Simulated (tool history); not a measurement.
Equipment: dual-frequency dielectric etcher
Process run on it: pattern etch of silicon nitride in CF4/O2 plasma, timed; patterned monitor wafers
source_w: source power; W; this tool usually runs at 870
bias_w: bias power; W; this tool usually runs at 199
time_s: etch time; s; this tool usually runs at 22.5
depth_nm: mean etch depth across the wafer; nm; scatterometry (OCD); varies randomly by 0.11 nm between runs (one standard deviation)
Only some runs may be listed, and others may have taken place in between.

run,day,source_w,bias_w,time_s,wafers since the last listed run,hours since the last wet clean,hours since the last source power generator calibration,hours since the last bias power generator calibration,hours since the last upper electrode change,hours since the gauge calibration,"read-back reference wafer on the same gauge, depth_nm",depth_nm
1,0,870,199,22.5,0,497.2,3608.4,4432.7,2357.4,97.9,68.3,77.5
2,0.575,870,199,22.5,152,511,3622.2,4446.5,2371.2,111.7,68.4,77.7
3,0.883,1020,199,22.5,81,518.4,3629.6,4453.9,2378.6,119.1,68.3,89.8
4,1.304,1020,199,22.5,111,528.5,3639.7,4464,2388.7,129.2,68.3,89.9
5,1.771,1020,199,22.5,123,539.7,3650.9,4475.2,2399.9,140.4,68.3,90
6,2.992,870,199,22.5,323,569,3680.2,4504.5,2429.2,169.7,68.2,77.7
7,3.717,870,199,22.5,192,586.4,3697.6,4521.9,2446.6,187.1,68.3,77.9
8,4.433,870,199,22.5,189,603.6,3714.8,4539.1,2463.8,204.3,68.3,77.7
9,4.696,870,234,22.5,69,609.9,3721.1,4545.4,2470.1,210.6,68.3,81.2
10,4.975,870,199,25.5,73,616.6,3727.8,4552.1,2476.8,217.3,68.3,88.5
# day 5.146: source power generator calibrated
# day 5.212: gauge calibrated
# day 5.362: bias power generator calibrated
11,5.658,870,199,25.5,92,633,12.3,7.1,2493.2,10.7,68.3,88.8
12,6.117,870,199,22.5,121,644,23.3,18.1,2504.2,21.7,68.3,78.1
13,6.612,1040,239,25,131,655.9,35.2,30,2516.1,33.6,68.3,107.8
# day 7.871: upper electrode replaced
# day 8.333: wet clean of the chamber
14,8.354,970,225,28,74,0.5,77,71.8,11.6,75.4,68.2,105.1
15,8.367,870,199,19.5,3,0.8,77.3,72.1,11.9,75.7,68.3,64.3
16,8.379,870,199,22.5,3,1.1,77.6,72.4,12.2,76,68.3,74.3
17,8.679,870,169,22.5,79,8.3,84.8,79.6,19.4,83.2,68.3,71.6
18,9.246,870,159,28.5,150,21.9,98.4,93.2,33,96.8,68.3,89.3
19,9.608,870,175,28,96,30.6,107.1,101.9,41.7,105.5,68.3,89.5
20,10.304,870,199,22.5,184,47.3,123.8,118.6,58.4,122.2,68.3,74.5
21,10.588,870,212,20.5,75,54.1,130.6,125.4,65.2,129,68.2,68.9
22,11.133,1040,199,22.5,144,67.2,143.7,138.5,78.3,142.1,68.3,88.1

State the hidden condition of the tool at each of the runs:
source power that arrives over what is set, %: 0 in every run
bias power that arrives over what is set, %: 0 in every run
gauge reads high (%): 0 in every run
H1: etch rate over this chamber's usual, %
run,H1
1,4.27
2,4.37
3,4.42
4,4.5
5,4.58
6,4.8
7,4.93
8,5.06
9,5.1
10,5.15
11,5.27
12,5.35
13,5.44
14,-0.193
15,-0.19
16,-0.188
17,-0.135
18,-0.0341
19,0.0304
20,0.154
21,0.205
22,0.302
